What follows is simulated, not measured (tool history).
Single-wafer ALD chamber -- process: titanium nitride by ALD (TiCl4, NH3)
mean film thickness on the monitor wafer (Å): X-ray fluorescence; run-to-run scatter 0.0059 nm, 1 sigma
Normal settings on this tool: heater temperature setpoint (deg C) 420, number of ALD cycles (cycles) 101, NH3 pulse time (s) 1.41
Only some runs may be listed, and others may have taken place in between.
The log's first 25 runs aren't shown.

run    hour  heater temperature setpoint (deg C)  number of ALD cycles (cycles)  NH3 pulse time (s)  read-back reference wafer on the same gauge, thickness_nm  mean film thickness on the monitor wafer (Å)
 26  1323.9                                  424                            101                1.19                                                      2.009                                         23.68
 27  1355.6                                  420                             90                1.59                                                      2.011                                         21.36
     1391.7  -- thermocouple changed; heater temperature recalibrated
 28  1419.4                                  420                            101                1.41                                                      2.010                                         23.79
 29  1469.1                                  414                            101                1.70                                                      2.011                                         23.87
 30  1522.5                                  405                            114                1.10                                                      2.011                                         26.46
 31  1575.1                                  420                            115                1.41                                                      2.009                                         27.24
 32  1605.4                                  409                             91                1.61                                                      2.010                                         21.43
     1645.3  -- gauge calibrated
 33  1669.6                                  420                            101                1.41                                                      2.010                                         23.77
 34  1736.6                                  410                             88                1.65                                                      2.011                                         20.83
 35  1768.3                                  420                             88                1.81                                                      2.009                                         20.89
 36  1971.5                                  410                             84                1.09                                                      2.008                                         19.48
 37  2030.0                                  413                            106                1.55                                                      2.009                                         25.00
 38  2057.2                                  420                             92                1.41                                                      2.010                                         21.72

4 ways to go on from here, each from the tool as it stands after run 38. What would each give?
  A  2057.8                                  420                            101                1.41                                                          ?                                             ?
  B  2057.8                                  412                            101                0.87                                                          ?                                             ?
  C  2057.8                                  420                             84                1.41                                                          ?                                             ?
  D  2057.8                                  406                             86                1.09                                                          ?                                             ?

run  read-back reference wafer on the same gauge, thickness_nm  mean film thickness on the monitor wafer (Å)
  A                                                      2.009                                         23.70
  B                                                      2.009                                         23.21
  C                                                      2.009                                         19.71
  D                                                      2.009                                         19.85
Without the tool's unlogged condition, the same runs would have read:
run  mean film thickness on the monitor wafer (Å)
  A                                         23.70
  B                                         23.21
  C                                         19.71
  D                                         19.85
